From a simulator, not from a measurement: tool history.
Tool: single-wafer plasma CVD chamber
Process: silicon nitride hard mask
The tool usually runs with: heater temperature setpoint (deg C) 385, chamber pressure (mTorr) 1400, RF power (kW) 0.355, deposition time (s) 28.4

| run | hour | heater temperature setpoint (deg C) | chamber pressure (mTorr) | RF power (kW) | deposition time (s) | wafers since the last listed run | hours since the last thermocouple change | hours since the last RF generator calibration | hours since the last manometer calibration | hours since the showerhead was replaced | hours since the gauge calibration | read-back reference wafer on the same gauge, thickness_nm | mean film thickness on the monitor wafer (Å) |
|---|---|---|---|---|---|---|---|---|---|---|---|---|---|
| 1 | 0.0 | 385 | 1400 | 0.355 | 28.4 | 0 | 1099.3 | 2450.2 | 2056.0 | 5509.5 | 253.4 | 38.710 | 330.21 |
| 2 | 14.6 | 385 | 1400 | 0.355 | 28.4 | 448 | 1113.9 | 2464.8 | 2070.6 | 5524.1 | 268.0 | 38.687 | 330.45 |
| 3 | 24.9 | 385 | 1400 | 0.355 | 28.4 | 316 | 1124.2 | 2475.1 | 2080.9 | 5534.4 | 278.3 | 38.697 | 331.16 |
| 4 | 32.5 | 390 | 1400 | 0.355 | 28.4 | 233 | 1131.8 | 2482.7 | 2088.5 | 5542.0 | 285.9 | 38.689 | 329.59 |
| 5 | 46.9 | 390 | 1400 | 0.355 | 28.4 | 442 | 1146.2 | 2497.1 | 2102.9 | 5556.4 | 300.3 | 38.690 | 329.38 |
| 6 | 63.5 | 390 | 1400 | 0.355 | 28.4 | 510 | 1162.8 | 2513.7 | 2119.5 | 5573.0 | 316.9 | 38.706 | 328.88 |
| 7 | 77.0 | 391 | 1400 | 0.355 | 28.4 | 414 | 1176.3 | 2527.2 | 2133.0 | 5586.5 | 330.4 | 38.686 | 328.86 |
| 8 | 87.7 | 394 | 1400 | 0.400 | 28.4 | 328 | 1187.0 | 2537.9 | 2143.7 | 5597.2 | 341.1 | 38.694 | 346.81 |
|  | 100.8 | gauge calibrated |
| 9 | 105.0 | 394 | 1400 | 0.400 | 28.4 | 531 | 1204.3 | 2555.2 | 2161.0 | 5614.5 | 4.2 | 38.686 | 346.72 |
| 10 | 121.5 | 385 | 1400 | 0.355 | 28.4 | 507 | 1220.8 | 2571.7 | 2177.5 | 5631.0 | 20.7 | 38.694 | 330.59 |
| 11 | 131.3 | 388 | 1400 | 0.355 | 28.4 | 301 | 1230.6 | 2581.5 | 2187.3 | 5640.8 | 30.5 | 38.677 | 330.00 |
| 12 | 140.9 | 371 | 1160 | 0.405 | 24.6 | 294 | 1240.2 | 2591.1 | 2196.9 | 5650.4 | 40.1 | 38.703 | 291.93 |
| 13 | 150.8 | 385 | 1400 | 0.355 | 28.4 | 304 | 1250.1 | 2601.0 | 2206.8 | 5660.3 | 50.0 | 38.676 | 329.57 |
|  | 165.4 | thermocouple changed; heater temperature recalibrated |
| 14 | 186.6 | 385 | 1400 | 0.355 | 28.4 | 854 | 21.2 | 2636.8 | 2242.6 | 5696.1 | 85.8 | 38.718 | 330.00 |
| 15 | 203.4 | 385 | 1710 | 0.395 | 28.4 | 516 | 38.0 | 2653.6 | 2259.4 | 5712.9 | 102.6 | 38.708 | 363.38 |
|  | 215.2 | capacitance manometer re-zeroed and calibrated |
|  | 219.2 | RF generator calibrated |
| 16 | 223.6 | 385 | 1560 | 0.355 | 28.4 | 252 | 58.2 | 4.4 | 8.4 | 5733.1 | 122.8 | 38.700 | 348.71 |
|  | 235.4 | showerhead replaced |
| 17 | 241.5 | 385 | 1500 | 0.355 | 33.1 | 304 | 76.1 | 22.3 | 26.3 | 6.1 | 140.7 | 38.709 | 402.63 |
| 18 | 285.5 | 392 | 1300 | 0.425 | 24.9 | 1352 | 120.1 | 66.3 | 70.3 | 50.1 | 184.7 | 38.702 | 314.99 |
| 19 | 301.0 | 397 | 1300 | 0.410 | 31.9 | 476 | 135.6 | 81.8 | 85.8 | 65.6 | 200.2 | 38.715 | 395.93 |
| 20 | 308.8 | 385 | 1400 | 0.355 | 28.4 | 239 | 143.4 | 89.6 | 93.6 | 73.4 | 208.0 | 38.670 | 338.33 |
| 21 | 318.6 | 385 | 1400 | 0.355 | 28.4 | 301 | 153.2 | 99.4 | 103.4 | 83.2 | 217.8 | 38.700 | 338.39 |
| 22 | 336.0 | 390 | 1090 | 0.420 | 26.9 | 534 | 170.6 | 116.8 | 120.8 | 100.6 | 235.2 | 38.694 | 324.97 |
| 23 | 349.9 | 385 | 1060 | 0.315 | 24.6 | 427 | 184.5 | 130.7 | 134.7 | 114.5 | 249.1 | 38.696 | 259.25 |
| 24 | 376.5 | 372 | 1400 | 0.355 | 28.4 | 817 | 211.1 | 157.3 | 161.3 | 141.1 | 275.7 | 38.721 | 340.02 |
| 25 | 389.8 | 385 | 1160 | 0.300 | 28.4 | 408 | 224.4 | 170.6 | 174.6 | 154.4 | 289.0 | 38.719 | 299.96 |
| 26 | 405.7 | 392 | 1220 | 0.420 | 22.7 | 488 | 240.3 | 186.5 | 190.5 | 170.3 | 304.9 | 38.699 | 280.04 |
| 27 | 414.9 | 385 | 1680 | 0.355 | 26.2 | 282 | 249.5 | 195.7 | 199.7 | 179.5 | 314.1 | 38.699 | 324.99 |
| 28 | 421.1 | 385 | 1400 | 0.355 | 28.4 | 190 | 255.7 | 201.9 | 205.9 | 185.7 | 320.3 | 38.708 | 337.51 |

Branching from run 28: 5 alternative next runs. What would each branch give?
| A | 421.5 | 385 | 1510 | 0.355 | 28.4 | 12 | 256.1 | 202.3 | 206.3 | 186.1 | 320.7 | ? | ? |
| B | 421.5 | 397 | 1620 | 0.315 | 28.4 | 12 | 256.1 | 202.3 | 206.3 | 186.1 | 320.7 | ? | ? |
| C | 421.5 | 385 | 1670 | 0.290 | 31.3 | 12 | 256.1 | 202.3 | 206.3 | 186.1 | 320.7 | ? | ? |
| D | 421.5 | 389 | 1500 | 0.320 | 26.8 | 12 | 256.1 | 202.3 | 206.3 | 186.1 | 320.7 | ? | ? |
| E | 421.5 | 385 | 1610 | 0.290 | 28.4 | 12 | 256.1 | 202.3 | 206.3 | 186.1 | 320.7 | ? | ? |

| run | read-back reference wafer on the same gauge, thickness_nm | mean film thickness on the monitor wafer (Å) |
|---|---|---|
| A | 38.702 | 344.00 |
| B | 38.702 | 329.83 |
| C | 38.702 | 354.93 |
| D | 38.702 | 308.99 |
| E | 38.702 | 319.30 |
What these runs would have given with no unlogged condition in the tool:
| run | mean film thickness on the monitor wafer (Å) |
|---|---|
| A | 347.45 |
| B | 333.30 |
| C | 358.66 |
| D | 312.24 |
| E | 322.66 |
